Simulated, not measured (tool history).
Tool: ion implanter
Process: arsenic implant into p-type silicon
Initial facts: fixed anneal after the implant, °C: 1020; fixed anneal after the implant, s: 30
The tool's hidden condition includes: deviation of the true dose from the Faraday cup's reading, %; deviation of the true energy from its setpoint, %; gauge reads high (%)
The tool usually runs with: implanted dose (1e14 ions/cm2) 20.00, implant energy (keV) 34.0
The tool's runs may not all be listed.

run    hour  implanted dose (1e14 ions/cm2)  implant energy (keV)  wafers since the last listed run  hours since the last dose calibration  hours since the extraction supply was calibrated  hours since the gauge calibration  read-back reference wafer on the same gauge, sheet resistance  sheet resistance of the implanted and annealed layer (ohm/square)
  1     0.0                           20.00                  34.0                                 0                                 1487.5                                            3915.6                             1724.9                                                          67.32                                                              83.10
  2   108.0                           20.00                  34.0                              2362                                 1595.5                                            4023.6                             1832.9                                                          67.28                                                              82.85
  3   206.8                           20.00                  34.0                              2161                                 1694.3                                            4122.4                             1931.7                                                          67.32                                                              83.13
  4   306.5                           20.00                  34.0                              2181                                 1794.0                                            4222.1                             2031.4                                                          67.30                                                              82.84
  5   547.0                           20.00                  34.0                              5261                                 2034.5                                            4462.6                             2271.9                                                          67.30                                                              82.98
  6   630.0                           20.00                  34.0                              1815                                 2117.5                                            4545.6                             2354.9                                                          67.30                                                              82.97
      808.1  -- Faraday cup replaced and dose calibrated
      867.9  -- gauge calibrated
  7   941.4                           20.00                  34.0                              6637                                  133.3                                            4857.0                               73.5                                                          67.30                                                              82.27
  8  1017.4                           20.00                  34.0                              1662                                  209.3                                            4933.0                              149.5                                                          67.28                                                              82.25
  9  1104.7                           20.00                  34.0                              1909                                  296.6                                            5020.3                              236.8                                                          67.34                                                              82.21
 10  1259.7                           20.00                  34.0                              3391                                  451.6                                            5175.3                              391.8                                                          67.34                                                              82.47
 11  1366.9                           20.00                  34.0                              2345                                  558.8                                            5282.5                              499.0                                                          67.29                                                              82.42
 12  1424.5                           20.00                  34.0                              1260                                  616.4                                            5340.1                              556.6                                                          67.35                                                              82.36
 13  1507.0                           20.00                  34.0                              1804                                  698.9                                            5422.6                              639.1                                                          67.27                                                              82.20
 14  1608.3                           20.00                  28.0                              2216                                  800.2                                            5523.9                              740.4                                                          67.31                                                              87.34
 15  1697.3                           21.80                  38.0                              1947                                  889.2                                            5612.9                              829.4                                                          67.28                                                              76.65
 16  1735.7                           22.41                  39.0                               840                                  927.6                                            5651.3                              867.8                                                          67.29                                                              75.20
 17  1773.1                           22.41                  39.0                               818                                  965.0                                            5688.7                              905.2                                                          67.29                                                              75.40
 18  1821.9                           14.14                  26.5                              1067                                 1013.8                                            5737.5                              954.0                                                          67.24                                                             102.45
     1912.1  -- extraction supply calibrated
 19  1928.1                           20.00                  34.0                              2148                                 1120.0                                              16.0                             1060.2                                                          67.29                                                              83.37
 20  2027.2                           24.00                  38.5                              2168                                 1219.1                                             115.1                             1159.3                                                          67.28                                                              74.79
 21  2117.2                           23.01                  23.5                              1969                                 1309.1                                             205.1                             1249.3                                                          67.33                                                              88.63
 22  2209.2                           20.00                  39.5                              2012                                 1401.1                                             297.1                             1341.3                                                          67.36                                                              79.68
 23  2248.6                           15.95                  29.0                               862                                 1440.5                                             336.5                             1380.7                                                          67.35                                                              95.87
 24  2324.8                           20.00                  34.0                              1667                                 1516.7                                             412.7                             1456.9                                                          67.31                                                              83.39
 25  2376.8                           15.94                  42.0                              1137                                 1568.7                                             464.7                             1508.9                                                          67.27                                                              87.33
 26  2470.3                           25.76                  40.5                              2045                                 1662.2                                             558.2                             1602.4                                                          67.30                                                              71.87
 27  2570.0                           20.00                  44.5                              2181                                 1761.9                                             657.9                             1702.1                                                          67.29                                                              76.95
 28  2619.1                           24.35                  42.5                              1074                                 1811.0                                             707.0                             1751.2                                                          67.31                                                              71.91

Predict each of these 3 candidate next runs independently; none follows another, all start after run 28:
  A  2619.5                           20.00                  34.0                                 8                                 1811.4                                             707.4                             1751.6                                                              ?                                                                  ?
  B  2619.5                           23.74                  45.0                                 8                                 1811.4                                             707.4                             1751.6                                                              ?                                                                  ?
  C  2619.5                           22.22                  34.0                                 8                                 1811.4                                             707.4                             1751.6                                                              ?                                                                  ?

run  read-back reference wafer on the same gauge, sheet resistance  sheet resistance of the implanted and annealed layer (ohm/square)
  A                                                          67.24                                                              83.42
  B                                                          67.24                                                              70.99
  C                                                          67.24                                                              80.20
Had the tool no hidden state, the same runs would have come out as:
run  sheet resistance of the implanted and annealed layer (ohm/square)
  A                                                              82.66
  B                                                              70.32
  C                                                              79.52
